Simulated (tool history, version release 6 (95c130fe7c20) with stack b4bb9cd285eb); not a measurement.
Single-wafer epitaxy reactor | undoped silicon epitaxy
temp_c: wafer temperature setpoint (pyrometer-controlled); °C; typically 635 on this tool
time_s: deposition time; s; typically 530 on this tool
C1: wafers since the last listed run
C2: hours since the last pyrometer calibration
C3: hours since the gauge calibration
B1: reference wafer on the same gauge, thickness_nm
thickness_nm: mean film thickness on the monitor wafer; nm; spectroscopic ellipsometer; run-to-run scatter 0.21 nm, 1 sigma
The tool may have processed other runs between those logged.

Run 1, day 0.000: usual settings; C1 0; C2 868.3; C3 410.2; B1 72.047. Result: thickness_nm 64.065 nm.
Run 2, day 3.667: usual settings; C1 315; C2 956.3; C3 498.2; B1 72.153. Result: thickness_nm 63.890 nm.
Run 3, day 5.317: usual settings; C1 141; C2 995.9; C3 537.8; B1 72.211. Result: thickness_nm 63.456 nm.
Run 4, day 8.179: usual settings; C1 246; C2 1064.6; C3 606.5; B1 72.077. Result: thickness_nm 63.647 nm.
Run 5, day 10.008: usual settings; C1 157; C2 1108.5; C3 650.4; B1 72.160. Result: thickness_nm 63.900 nm.
Run 6, day 13.796: usual settings; C1 325; C2 1199.4; C3 741.3; B1 72.067. Result: thickness_nm 63.679 nm.
Run 7, day 16.992: usual settings; C1 274; C2 1276.1; C3 818.0; B1 72.032. Result: thickness_nm 63.420 nm.
Run 8, day 30.475: usual settings; C1 1159; C2 1599.7; C3 1141.6; B1 72.048. Result: thickness_nm 63.559 nm.
Run 9, day 40.671: usual settings; C1 877; C2 1844.4; C3 1386.3; B1 72.112. Result: thickness_nm 63.722 nm.
At day 40.917: gauge calibrated.
Run 10, day 45.096: usual settings; C1 380; C2 1950.6; C3 100.3; B1 72.140. Result: thickness_nm 63.535 nm.
At day 46.067: pyrometer calibrated.
Run 11, day 47.388: usual settings; C1 168; C2 31.7; C3 155.3; B1 72.119. Result: thickness_nm 65.620 nm.
Run 12, day 50.104: usual settings but temp_c 648 °C, time_s 603 s; C1 233; C2 96.9; C3 220.5; B1 72.120. Result: thickness_nm 95.931 nm.
Run 13, day 59.800: usual settings but temp_c 639 °C, time_s 478 s; C1 834; C2 329.6; C3 453.2; B1 72.068. Result: thickness_nm 63.315 nm.
Run 14, day 61.462: usual settings but time_s 456 s; C1 143; C2 369.5; C3 493.1; B1 72.061. Result: thickness_nm 55.863 nm.
Run 15, day 65.258: usual settings but temp_c 648 °C, time_s 578 s; C1 326; C2 460.6; C3 584.2; B1 72.064. Result: thickness_nm 90.713 nm.
Run 16, day 68.758: usual settings but temp_c 648 °C, time_s 482 s; C1 301; C2 544.6; C3 668.2; B1 72.172. Result: thickness_nm 75.443 nm.
Run 17, day 71.717: usual settings; C1 254; C2 615.6; C3 739.2; B1 72.110. Result: thickness_nm 64.399 nm.
Run 18, day 75.404: usual settings but temp_c 640 °C; C1 317; C2 704.1; C3 827.7; B1 72.034. Result: thickness_nm 70.331 nm.
Run 19, day 77.125: usual settings; C1 148; C2 745.4; C3 869.0; B1 72.024. Result: thickness_nm 64.046 nm.
Run 20, day 79.250: usual settings; C1 182; C2 796.4; C3 920.0; B1 72.151. Result: thickness_nm 64.143 nm.
Run 21, day 83.300: usual settings but temp_c 627 °C; C1 348; C2 893.6; C3 1017.2; B1 72.079. Result: thickness_nm 54.649 nm.
Run 22, day 87.675: usual settings but temp_c 627 °C, time_s 565 s; C1 376; C2 998.6; C3 1122.2; B1 72.079. Result: thickness_nm 58.312 nm.

Each row is a separate what-if for the run after 22, all from the same tool condition, not one after another. Results?
Run A, day 87.696: usual settings; C1 1; C2 999.1; C3 1122.7; B1 ?. Result: thickness_nm ?.
Run B, day 87.696: usual settings but time_s 566 s; C1 1; C2 999.1; C3 1122.7; B1 ?. Result: thickness_nm ?.
Run C, day 87.696: usual settings but temp_c 624 °C, time_s 482 s; C1 1; C2 999.1; C3 1122.7; B1 ?. Result: thickness_nm ?.
Run D, day 87.696: usual settings but temp_c 622 °C, time_s 632 s; C1 1; C2 999.1; C3 1122.7; B1 ?. Result: thickness_nm ?.
Run E, day 87.696: usual settings but time_s 568 s; C1 1; C2 999.1; C3 1122.7; B1 ?. Result: thickness_nm ?.

run      B1  thickness_nm
  A  72.133        63.555
  B  72.133        67.872
  C  72.133        46.345
  D  72.133        58.346
  E  72.133        68.112
What these runs would have given with no unlogged condition in the tool:
run  thickness_nm
  A        65.249
  B        69.681
  C        47.608
  D        59.942
  E        69.927

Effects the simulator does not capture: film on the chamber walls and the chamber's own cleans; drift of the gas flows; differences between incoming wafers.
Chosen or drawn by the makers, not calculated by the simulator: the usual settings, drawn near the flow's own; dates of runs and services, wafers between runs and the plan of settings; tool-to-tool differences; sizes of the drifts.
